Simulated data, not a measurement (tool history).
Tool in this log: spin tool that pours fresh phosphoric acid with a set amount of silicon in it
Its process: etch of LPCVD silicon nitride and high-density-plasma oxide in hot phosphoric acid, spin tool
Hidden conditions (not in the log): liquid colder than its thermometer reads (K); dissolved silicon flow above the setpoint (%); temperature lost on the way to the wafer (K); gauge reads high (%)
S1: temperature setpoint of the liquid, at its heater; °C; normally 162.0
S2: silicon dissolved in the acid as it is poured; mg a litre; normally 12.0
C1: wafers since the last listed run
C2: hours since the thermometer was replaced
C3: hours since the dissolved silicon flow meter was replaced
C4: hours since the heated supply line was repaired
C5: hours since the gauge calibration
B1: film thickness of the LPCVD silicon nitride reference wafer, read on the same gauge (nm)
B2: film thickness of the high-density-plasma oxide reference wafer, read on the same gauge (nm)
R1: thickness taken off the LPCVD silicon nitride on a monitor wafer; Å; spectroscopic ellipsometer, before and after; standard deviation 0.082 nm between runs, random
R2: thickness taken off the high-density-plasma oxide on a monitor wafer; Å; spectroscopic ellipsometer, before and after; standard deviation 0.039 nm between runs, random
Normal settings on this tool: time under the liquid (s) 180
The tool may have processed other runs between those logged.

Run 1, day 0.000: usual settings but S1 163.0 °C; C1 0; C2 389.8; C3 905.9; C4 3914.3; C5 166.9; B1 99.96; B2 139.966. Result: R1 151.4 Å, R2 5.20 Å.
Run 2, day 0.612: usual settings; C1 129; C2 404.5; C3 920.6; C4 3929.0; C5 181.6; B1 100.04; B2 140.003. Result: R1 146.9 Å, R2 4.01 Å.
Run 3, day 1.254: usual settings; C1 135; C2 419.9; C3 936.0; C4 3944.4; C5 197.0; B1 99.99; B2 139.987. Result: R1 144.8 Å, R2 4.05 Å.
Run 4, day 1.950: usual settings; C1 146; C2 436.6; C3 952.7; C4 3961.1; C5 213.7; B1 99.99; B2 139.988. Result: R1 145.2 Å, R2 4.38 Å.
At day 2.571: heated supply line repaired.
Run 5, day 2.683: usual settings; C1 146; C2 454.2; C3 970.3; C4 2.7; C5 231.3; B1 100.01; B2 139.981. Result: R1 145.2 Å, R2 4.55 Å.
Run 6, day 3.262: usual settings; C1 122; C2 468.1; C3 984.2; C4 16.6; C5 245.2; B1 100.03; B2 140.020. Result: R1 144.7 Å, R2 4.90 Å.
Run 7, day 3.921: usual settings but S1 161.0 °C; C1 139; C2 483.9; C3 1000.0; C4 32.4; C5 261.0; B1 100.00; B2 140.022. Result: R1 139.5 Å, R2 4.31 Å.
Run 8, day 4.621: usual settings but S1 161.0 °C; C1 147; C2 500.7; C3 1016.8; C4 49.2; C5 277.8; B1 100.02; B2 139.989. Result: R1 139.9 Å, R2 4.95 Å.
Run 9, day 5.254: usual settings but S1 164.5 °C; C1 133; C2 515.9; C3 1032.0; C4 64.4; C5 293.0; B1 100.00; B2 140.007. Result: R1 156.5 Å, R2 5.99 Å.
At day 5.512: thermometer replaced.
Run 10, day 5.588: usual settings but S1 160.5 °C, S2 21.5 mg a litre, time under the liquid (s) 130; C1 61; C2 1.8; C3 1040.0; C4 72.4; C5 301.0; B1 100.00; B2 139.984. Result: R1 96.6 Å, R2 2.19 Å.
Run 11, day 5.867: usual settings; C1 58; C2 8.5; C3 1046.7; C4 79.1; C5 307.7; B1 100.00; B2 140.027. Result: R1 140.3 Å, R2 4.28 Å.
Run 12, day 6.262: usual settings but S1 163.0 °C; C1 83; C2 18.0; C3 1056.2; C4 88.6; C5 317.2; B1 99.99; B2 140.013. Result: R1 143.0 Å, R2 4.82 Å.
At day 6.412: gauge calibrated.
Run 13, day 6.892: usual settings; C1 132; C2 33.1; C3 1071.3; C4 103.7; C5 11.5; B1 99.99; B2 140.007. Result: R1 138.4 Å, R2 3.97 Å.
Run 14, day 7.233: usual settings but S1 159.5 °C, S2 9.0 mg a litre, time under the liquid (s) 110; C1 72; C2 41.3; C3 1079.5; C4 111.9; C5 19.7; B1 99.99; B2 139.999. Result: R1 77.2 Å, R2 2.28 Å.
At day 7.346: thermometer replaced, repeated, since the last time left the tool worse.
At day 7.488: dissolved silicon flow meter replaced.
Run 15, day 7.892: usual settings but S1 159.0 °C, S2 5.0 mg a litre, time under the liquid (s) 90; C1 121; C2 13.1; C3 9.7; C4 127.7; C5 35.5; B1 100.00; B2 139.980. Result: R1 69.3 Å, R2 2.43 Å.
Run 16, day 8.525: usual settings; C1 133; C2 28.3; C3 24.9; C4 142.9; C5 50.7; B1 100.03; B2 139.971. Result: R1 152.7 Å, R2 4.85 Å.
Run 17, day 8.954: usual settings but time under the liquid (s) 90; C1 90; C2 38.6; C3 35.2; C4 153.2; C5 61.0; B1 99.99; B2 139.975. Result: R1 76.4 Å, R2 2.78 Å.
Run 18, day 9.500: usual settings but S1 160.5 °C; C1 115; C2 51.7; C3 48.3; C4 166.3; C5 74.1; B1 100.01; B2 139.986. Result: R1 146.0 Å, R2 4.36 Å.
Run 19, day 9.992: usual settings but S1 164.0 °C, time under the liquid (s) 145; C1 103; C2 63.5; C3 60.1; C4 178.1; C5 85.9; B1 99.99; B2 139.983. Result: R1 130.2 Å, R2 4.77 Å.
Run 20, day 10.696: usual settings but S2 15.0 mg a litre, time under the liquid (s) 235; C1 148; C2 80.4; C3 77.0; C4 195.0; C5 102.8; B1 100.01; B2 140.011. Result: R1 198.9 Å, R2 5.82 Å.

Below are 5 alternative next runs, each starting from the tool's condition after run 20. Predict each:
Run A, day 10.717: usual settings; C1 4; C2 80.9; C3 77.5; C4 195.5; C5 103.3; B1 ?; B2 ?. Result: R1 ?, R2 ?.
Run B, day 10.717: usual settings but S1 163.5 °C, S2 15.5 mg a litre, time under the liquid (s) 105; C1 4; C2 80.9; C3 77.5; C4 195.5; C5 103.3; B1 ?; B2 ?. Result: R1 ?, R2 ?.
Run C, day 10.717: usual settings but S1 159.0 °C, S2 9.0 mg a litre, time under the liquid (s) 140; C1 4; C2 80.9; C3 77.5; C4 195.5; C5 103.3; B1 ?; B2 ?. Result: R1 ?, R2 ?.
Run D, day 10.717: usual settings but S1 163.0 °C, time under the liquid (s) 145; C1 4; C2 80.9; C3 77.5; C4 195.5; C5 103.3; B1 ?; B2 ?. Result: R1 ?, R2 ?.
Run E, day 10.717: usual settings but S1 163.5 °C, S2 18.0 mg a litre, time under the liquid (s) 110; C1 4; C2 80.9; C3 77.5; C4 195.5; C5 103.3; B1 ?; B2 ?. Result: R1 ?, R2 ?.

run      B1       B2     R1    R2
  A  100.00  139.997  151.0  5.20
  B  100.00  139.997   92.6  3.11
  C  100.00  139.997  106.2  3.46
  D  100.00  139.997  125.7  4.51
  E  100.00  139.997   97.0  3.05
Had the tool no hidden state, the same runs would have come out as:
run     R1    R2
  A  152.1  5.28
  B   93.2  3.16
  C  107.0  3.52
  D  126.6  4.58
  E   97.7  3.10
